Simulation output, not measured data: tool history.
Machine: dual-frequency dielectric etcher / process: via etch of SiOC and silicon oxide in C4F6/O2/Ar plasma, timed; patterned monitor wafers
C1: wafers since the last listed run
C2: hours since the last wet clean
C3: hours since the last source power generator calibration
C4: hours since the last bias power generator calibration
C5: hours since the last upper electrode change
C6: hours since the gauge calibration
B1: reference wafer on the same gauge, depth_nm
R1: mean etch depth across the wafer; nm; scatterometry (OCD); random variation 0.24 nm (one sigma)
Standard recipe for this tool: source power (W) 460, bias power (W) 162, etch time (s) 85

Run 1, hour 0: usual settings but etch time (s) 65.5; C1 0; C2 466.7; C3 2964.9; C4 3203; C5 2690.3; C6 504.6; B1 96.9. Result: R1 70.3 nm.
Run 2, hour 67.9: usual settings but etch time (s) 65.5; C1 827; C2 534.6; C3 3032.8; C4 3270.9; C5 2758.2; C6 572.5; B1 96.9. Result: R1 70.6 nm.
At hour 113.5: wet clean of the chamber.
Run 3, hour 158: usual settings but etch time (s) 65.5; C1 805; C2 44.5; C3 3122.9; C4 3361; C5 2848.3; C6 662.6; B1 97. Result: R1 71.5 nm.
Run 4, hour 237.9: usual settings but bias power (W) 147; C1 973; C2 124.4; C3 3202.8; C4 3440.9; C5 2928.2; C6 742.5; B1 96.9. Result: R1 88.5 nm.
Run 5, hour 332.5: usual settings but bias power (W) 147; C1 1152; C2 219; C3 3297.4; C4 3535.5; C5 3022.8; C6 837.1; B1 96.9. Result: R1 88.4 nm.
Run 6, hour 405.2: usual settings but bias power (W) 147; C1 885; C2 291.7; C3 3370.1; C4 3608.2; C5 3095.5; C6 909.8; B1 96.8. Result: R1 87.9 nm.
Run 7, hour 482.1: usual settings; C1 937; C2 368.6; C3 3447; C4 3685.1; C5 3172.4; C6 986.7; B1 96.9. Result: R1 91.7 nm.
Run 8, hour 542.5: usual settings; C1 736; C2 429; C3 3507.4; C4 3745.5; C5 3232.8; C6 1047.1; B1 96.9. Result: R1 91.4 nm.
Run 9, hour 626: usual settings; C1 1017; C2 512.5; C3 3590.9; C4 3829; C5 3316.3; C6 1130.6; B1 96.9. Result: R1 91.1 nm.
At hour 635.9: gauge calibrated.
Run 10, hour 693.3: usual settings; C1 820; C2 579.8; C3 3658.2; C4 3896.3; C5 3383.6; C6 57.4; B1 96.8. Result: R1 91 nm.
At hour 740: wet clean of the chamber.
Run 11, hour 740.5: usual settings; C1 282; C2 0.5; C3 3705.4; C4 3943.5; C5 3430.8; C6 104.6; B1 96.9. Result: R1 92.9 nm.
At hour 788.1: upper electrode replaced.
Run 12, hour 788.6: usual settings; C1 293; C2 48.6; C3 3753.5; C4 3991.6; C5 0.5; C6 152.7; B1 96.9. Result: R1 93.2 nm.
Run 13, hour 938.5: usual settings; C1 1826; C2 198.5; C3 3903.4; C4 4141.5; C5 150.4; C6 302.6; B1 96.9. Result: R1 92.8 nm.
Run 14, hour 1002.7: usual settings; C1 782; C2 262.7; C3 3967.6; C4 4205.7; C5 214.6; C6 366.8; B1 96.8. Result: R1 92.3 nm.
Run 15, hour 1071.3: usual settings but etch time (s) 76.5; C1 835; C2 331.3; C3 4036.2; C4 4274.3; C5 283.2; C6 435.4; B1 97. Result: R1 82.8 nm.
At hour 1128.4: bias power generator calibrated.
Run 16, hour 1167.7: usual settings but source power (W) 560, bias power (W) 142; C1 1126; C2 427.7; C3 4132.6; C4 39.3; C5 379.6; C6 531.8; B1 96.9. Result: R1 96.8 nm.
Run 17, hour 1224.4: usual settings but bias power (W) 186; C1 690; C2 484.4; C3 4189.3; C4 96; C5 436.3; C6 588.5; B1 96.9. Result: R1 97.3 nm.
Run 18, hour 1261.3: usual settings but bias power (W) 147; C1 449; C2 521.3; C3 4226.2; C4 132.9; C5 473.2; C6 625.4; B1 96.8. Result: R1 87.4 nm.
At hour 1328: wet clean of the chamber.
Run 19, hour 1328.5: usual settings but source power (W) 530, bias power (W) 185, etch time (s) 71.5; C1 526; C2 0.5; C3 4293.4; C4 200.1; C5 540.4; C6 692.6; B1 96.9. Result: R1 90.7 nm.
Run 20, hour 1385.3: usual settings; C1 692; C2 57.3; C3 4350.2; C4 256.9; C5 597.2; C6 749.4; B1 96.9. Result: R1 93.4 nm.
At hour 1411.3: source power generator calibrated.
Run 21, hour 1440.7: usual settings; C1 626; C2 112.7; C3 29.4; C4 312.3; C5 652.6; C6 804.8; B1 96.9. Result: R1 93 nm.
Run 22, hour 1512: usual settings but source power (W) 550, bias power (W) 123; C1 868; C2 184; C3 100.7; C4 383.6; C5 723.9; C6 876.1; B1 96.8. Result: R1 91.3 nm.
Run 23, hour 1599.8: usual settings; C1 1069; C2 271.8; C3 188.5; C4 471.4; C5 811.7; C6 963.9; B1 96.8. Result: R1 92.3 nm.
Run 24, hour 1670.3: usual settings but source power (W) 570; C1 859; C2 342.3; C3 259; C4 541.9; C5 882.2; C6 1034.4; B1 96.9. Result: R1 104.6 nm.
At hour 1711: gauge calibrated.
Run 25, hour 1752.4: usual settings; C1 1000; C2 424.4; C3 341.1; C4 624; C5 964.3; C6 41.4; B1 96.9. Result: R1 92.1 nm.
Run 26, hour 1800.8: usual settings but etch time (s) 65.5; C1 589; C2 472.8; C3 389.5; C4 672.4; C5 1012.7; C6 89.8; B1 96.8. Result: R1 70.3 nm.
At hour 1860.5: wet clean of the chamber.
Run 27, hour 1861: usual settings but bias power (W) 131, etch time (s) 77.5; C1 441; C2 0.5; C3 449.7; C4 732.6; C5 1072.9; C6 150; B1 96.9. Result: R1 76.9 nm.
Run 28, hour 1919: usual settings but etch time (s) 70; C1 706; C2 58.5; C3 507.7; C4 790.6; C5 1130.9; C6 208; B1 96.9. Result: R1 76.8 nm.
Run 29, hour 1961.3: usual settings but bias power (W) 146, etch time (s) 96.5; C1 515; C2 100.8; C3 550; C4 832.9; C5 1173.2; C6 250.3; B1 96.9. Result: R1 100.5 nm.

Branching from run 29: 3 alternative next runs. What would each branch give?
Run A, hour 1961.7: usual settings; C1 4; C2 101.2; C3 550.4; C4 833.3; C5 1173.6; C6 250.7; B1 ?. Result: R1 ?.
Run B, hour 1961.7: usual settings but source power (W) 520, bias power (W) 177, etch time (s) 109.5; C1 4; C2 101.2; C3 550.4; C4 833.3; C5 1173.6; C6 250.7; B1 ?. Result: R1 ?.
Run C, hour 1961.7: usual settings but source power (W) 420, bias power (W) 188, etch time (s) 74; C1 4; C2 101.2; C3 550.4; C4 833.3; C5 1173.6; C6 250.7; B1 ?. Result: R1 ?.

run    B1     R1
  A  96.9   93.3
  B  96.9  134.7
  C  96.9     82
Without the tool's unlogged condition, the same runs would have read:
run     R1
  A   93.6
  B  135.2
  C   82.3

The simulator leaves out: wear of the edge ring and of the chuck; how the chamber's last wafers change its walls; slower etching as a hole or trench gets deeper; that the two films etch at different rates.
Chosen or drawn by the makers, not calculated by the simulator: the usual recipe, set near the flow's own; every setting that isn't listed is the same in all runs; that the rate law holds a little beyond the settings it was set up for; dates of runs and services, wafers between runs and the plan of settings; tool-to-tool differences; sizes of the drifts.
